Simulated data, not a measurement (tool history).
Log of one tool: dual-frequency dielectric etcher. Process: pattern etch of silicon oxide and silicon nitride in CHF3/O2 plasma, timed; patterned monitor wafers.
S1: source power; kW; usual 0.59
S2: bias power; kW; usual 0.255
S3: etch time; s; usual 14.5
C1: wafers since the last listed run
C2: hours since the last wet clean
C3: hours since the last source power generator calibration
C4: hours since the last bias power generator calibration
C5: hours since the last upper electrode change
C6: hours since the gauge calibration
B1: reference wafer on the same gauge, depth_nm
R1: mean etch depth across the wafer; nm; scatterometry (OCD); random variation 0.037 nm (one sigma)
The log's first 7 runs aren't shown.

Run 8, hour 225.2: usual settings; C1 242; C2 18.5; C3 3739.7; C4 15.6; C5 11.9; C6 110.7; B1 22.89. Result: R1 23.57 nm.
Run 9, hour 250.1: usual settings; C1 544; C2 43.4; C3 3764.6; C4 40.5; C5 36.8; C6 135.6; B1 22.9. Result: R1 23.58 nm.
Run 10, hour 269.2: usual settings; C1 417; C2 62.5; C3 3783.7; C4 59.6; C5 55.9; C6 154.7; B1 22.91. Result: R1 23.64 nm.
Run 11, hour 289.9: usual settings but S1 0.53 kW, S2 0.309 kW, S3 11.5 s; C1 452; C2 83.2; C3 3804.4; C4 80.3; C5 76.6; C6 175.4; B1 22.91. Result: R1 18.59 nm.
Run 12, hour 307.8: usual settings but S3 16.5 s; C1 391; C2 101.1; C3 3822.3; C4 98.2; C5 94.5; C6 193.3; B1 22.9. Result: R1 26.91 nm.
Run 13, hour 330.2: usual settings but S1 0.46 kW, S3 18 s; C1 490; C2 123.5; C3 3844.7; C4 120.6; C5 116.9; C6 215.7; B1 22.9. Result: R1 25.15 nm.
Run 14, hour 350.7: usual settings; C1 448; C2 144; C3 3865.2; C4 141.1; C5 137.4; C6 236.2; B1 22.92. Result: R1 23.67 nm.
Run 15, hour 363.2: usual settings; C1 273; C2 156.5; C3 3877.7; C4 153.6; C5 149.9; C6 248.7; B1 22.91. Result: R1 23.61 nm.
Run 16, hour 375.5: usual settings but S1 0.46 kW, S2 0.291 kW, S3 19 s; C1 269; C2 168.8; C3 3890; C4 165.9; C5 162.2; C6 261; B1 22.9. Result: R1 27.57 nm.
Run 17, hour 402.3: usual settings but S1 0.44 kW, S3 18 s; C1 586; C2 195.6; C3 3916.8; C4 192.7; C5 189; C6 287.8; B1 22.9. Result: R1 24.4 nm.
Run 18, hour 436.2: usual settings but S1 0.72 kW; C1 741; C2 229.5; C3 3950.7; C4 226.6; C5 222.9; C6 321.7; B1 22.9. Result: R1 26.39 nm.
Run 19, hour 469.9: usual settings; C1 737; C2 263.2; C3 3984.4; C4 260.3; C5 256.6; C6 355.4; B1 22.92. Result: R1 23.66 nm.
Run 20, hour 496.8: usual settings but S1 0.65 kW, S2 0.198 kW, S3 17.5 s; C1 588; C2 290.1; C3 4011.3; C4 287.2; C5 283.5; C6 382.3; B1 22.9. Result: R1 28.3 nm.
Run 21, hour 520.6: usual settings but S2 0.294 kW; C1 520; C2 313.9; C3 4035.1; C4 311; C5 307.3; C6 406.1; B1 22.91. Result: R1 24.58 nm.
Run 22, hour 551.4: usual settings; C1 673; C2 344.7; C3 4065.9; C4 341.8; C5 338.1; C6 436.9; B1 22.9. Result: R1 23.66 nm.
At hour 579.5: source power generator calibrated.
At hour 598.2: wet clean of the chamber.
Run 23, hour 640.2: usual settings but S1 0.52 kW, S2 0.283 kW; C1 1444; C2 42; C3 60.7; C4 430.6; C5 426.9; C6 525.7; B1 22.91. Result: R1 21.94 nm.
Run 24, hour 669.5: usual settings but S1 0.5 kW, S2 0.214 kW; C1 640; C2 71.3; C3 90; C4 459.9; C5 456.2; C6 555; B1 22.91. Result: R1 19.75 nm.
Run 25, hour 688.3: usual settings but S1 0.73 kW, S2 0.3 kW; C1 411; C2 90.1; C3 108.8; C4 478.7; C5 475; C6 573.8; B1 22.91. Result: R1 26.92 nm.
Run 26, hour 701: usual settings; C1 277; C2 102.8; C3 121.5; C4 491.4; C5 487.7; C6 586.5; B1 22.89. Result: R1 22.97 nm.
Run 27, hour 734.9: usual settings but S2 0.21 kW; C1 741; C2 136.7; C3 155.4; C4 525.3; C5 521.6; C6 620.4; B1 22.91. Result: R1 21.85 nm.
Run 28, hour 769.1: usual settings but S1 0.64 kW, S2 0.288 kW, S3 16 s; C1 748; C2 170.9; C3 189.6; C4 559.5; C5 555.8; C6 654.6; B1 22.9. Result: R1 27.42 nm.
Run 29, hour 793.8: usual settings but S2 0.212 kW; C1 540; C2 195.6; C3 214.3; C4 584.2; C5 580.5; C6 679.3; B1 22.91. Result: R1 21.81 nm.
Run 30, hour 808.3: usual settings; C1 317; C2 210.1; C3 228.8; C4 598.7; C5 595; C6 693.8; B1 22.92. Result: R1 22.89 nm.

Forecast each of these 4 alternatives for the next run:
Run A, hour 808.7: usual settings but S2 0.29 kW; C1 8; C2 210.5; C3 229.2; C4 599.1; C5 595.4; C6 694.2; B1 ?. Result: R1 ?.
Run B, hour 808.7: usual settings but S1 0.54 kW; C1 8; C2 210.5; C3 229.2; C4 599.1; C5 595.4; C6 694.2; B1 ?. Result: R1 ?.
Run C, hour 808.7: usual settings but S3 17 s; C1 8; C2 210.5; C3 229.2; C4 599.1; C5 595.4; C6 694.2; B1 ?. Result: R1 ?.
Run D, hour 808.7: usual settings but S1 0.63 kW, S2 0.211 kW, S3 13 s; C1 8; C2 210.5; C3 229.2; C4 599.1; C5 595.4; C6 694.2; B1 ?. Result: R1 ?.

run     B1     R1
  A  22.89  23.78
  B  22.89  21.77
  C  22.89   26.9
  D  22.89  20.32
Without the tool's hidden state the same runs would have given:
run     R1
  A  23.86
  B  21.84
  C  26.98
  D  20.38

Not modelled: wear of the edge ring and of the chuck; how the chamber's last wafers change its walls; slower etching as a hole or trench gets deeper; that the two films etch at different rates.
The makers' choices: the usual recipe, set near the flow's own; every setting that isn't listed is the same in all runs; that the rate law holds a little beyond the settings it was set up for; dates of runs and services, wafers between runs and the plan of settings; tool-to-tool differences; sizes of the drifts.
